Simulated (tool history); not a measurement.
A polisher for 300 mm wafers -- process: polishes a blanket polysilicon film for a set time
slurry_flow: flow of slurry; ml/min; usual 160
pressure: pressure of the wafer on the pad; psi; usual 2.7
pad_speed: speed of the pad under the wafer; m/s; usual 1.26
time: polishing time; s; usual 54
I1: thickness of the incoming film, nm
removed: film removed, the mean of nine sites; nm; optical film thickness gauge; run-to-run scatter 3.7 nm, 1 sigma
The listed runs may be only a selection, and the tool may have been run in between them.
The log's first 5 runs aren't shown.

-- hour=321.8 worn pad replaced by a new one
run 6 hour=359.5 | slurry_flow=160 pressure=2.7 pad_speed=1.26 time=54 | I1=2281.2 | removed=456.3
run 7 hour=421.8 | slurry_flow=160 pressure=2.7 pad_speed=1.26 time=54 | I1=2269.3 | removed=462.4
-- hour=439.9 head pressure recalibrated
run 8 hour=469.4 | slurry_flow=160 pressure=2.7 pad_speed=1.26 time=54 | I1=2309.6 | removed=486.9
-- hour=533.3 slurry nozzle cleaned
run 9 hour=534.7 | slurry_flow=160 pressure=2.7 pad_speed=1.26 time=54 | I1=2304.4 | removed=484.7
run 10 hour=582.7 | slurry_flow=160 pressure=2.7 pad_speed=1.26 time=54 | I1=2303.8 | removed=475
run 11 hour=652.8 | slurry_flow=160 pressure=2.7 pad_speed=1.26 time=54 | I1=2302.9 | removed=472.3
run 12 hour=755.2 | slurry_flow=160 pressure=2.7 pad_speed=1.26 time=54 | I1=2305.8 | removed=465.2
run 13 hour=795 | slurry_flow=160 pressure=2.7 pad_speed=1.26 time=54 | I1=2268.2 | removed=460.1
run 14 hour=900.7 | slurry_flow=160 pressure=2.4 pad_speed=0.88 time=37 | I1=2272.2 | removed=208.3
run 15 hour=950.1 | slurry_flow=160 pressure=2.7 pad_speed=1.58 time=54 | I1=2325.4 | removed=555.7
-- hour=1012.9 worn pad replaced by a new one
run 16 hour=1013.4 | slurry_flow=105 pressure=3.4 pad_speed=0.92 time=60 | I1=2286.8 | removed=458.1
run 17 hour=1095.7 | slurry_flow=115 pressure=2.7 pad_speed=1.04 time=54 | I1=2297.5 | removed=369.7
-- hour=1103.8 head pressure recalibrated
run 18 hour=1146.1 | slurry_flow=160 pressure=2.7 pad_speed=1.26 time=54 | I1=2302.2 | removed=487.1
run 19 hour=1187.3 | slurry_flow=185 pressure=3 pad_speed=1.26 time=60 | I1=2313.9 | removed=605.1
-- hour=1250.5 slurry nozzle cleaned
run 20 hour=1284.3 | slurry_flow=115 pressure=3.6 pad_speed=1.02 time=54 | I1=2298.3 | removed=504.3
run 21 hour=1380.7 | slurry_flow=160 pressure=3.2 pad_speed=1.26 time=54 | I1=2272.7 | removed=545.2
run 22 hour=1443.7 | slurry_flow=160 pressure=2.7 pad_speed=1.26 time=54 | I1=2318.4 | removed=465.5
run 23 hour=1548.6 | slurry_flow=160 pressure=1.8 pad_speed=1.26 time=54 | I1=2303.7 | removed=307.1
run 24 hour=1617.6 | slurry_flow=195 pressure=2.2 pad_speed=1 time=65 | I1=2289.2 | removed=381.2
run 25 hour=1720.8 | slurry_flow=110 pressure=2.7 pad_speed=1.26 time=36 | I1=2266.1 | removed=279.3
-- hour=1800.8 worn pad replaced by a new one
run 26 hour=1801.3 | slurry_flow=180 pressure=3 pad_speed=1.06 time=54 | I1=2307.4 | removed=447.4
-- hour=1804.1 head pressure recalibrated
-- hour=1852.3 slurry nozzle cleaned
run 27 hour=1892 | slurry_flow=160 pressure=3.4 pad_speed=1.26 time=66 | I1=2313.9 | removed=727.3

Expected results for the next run?
run 28 hour=1994.5 | slurry_flow=160 pressure=2.7 pad_speed=1.26 time=54 | I1=2305.4 | removed=?

removed: 472.5 nm
Minus the tool's unlogged condition, the same run would have read removed 494.8 nm.

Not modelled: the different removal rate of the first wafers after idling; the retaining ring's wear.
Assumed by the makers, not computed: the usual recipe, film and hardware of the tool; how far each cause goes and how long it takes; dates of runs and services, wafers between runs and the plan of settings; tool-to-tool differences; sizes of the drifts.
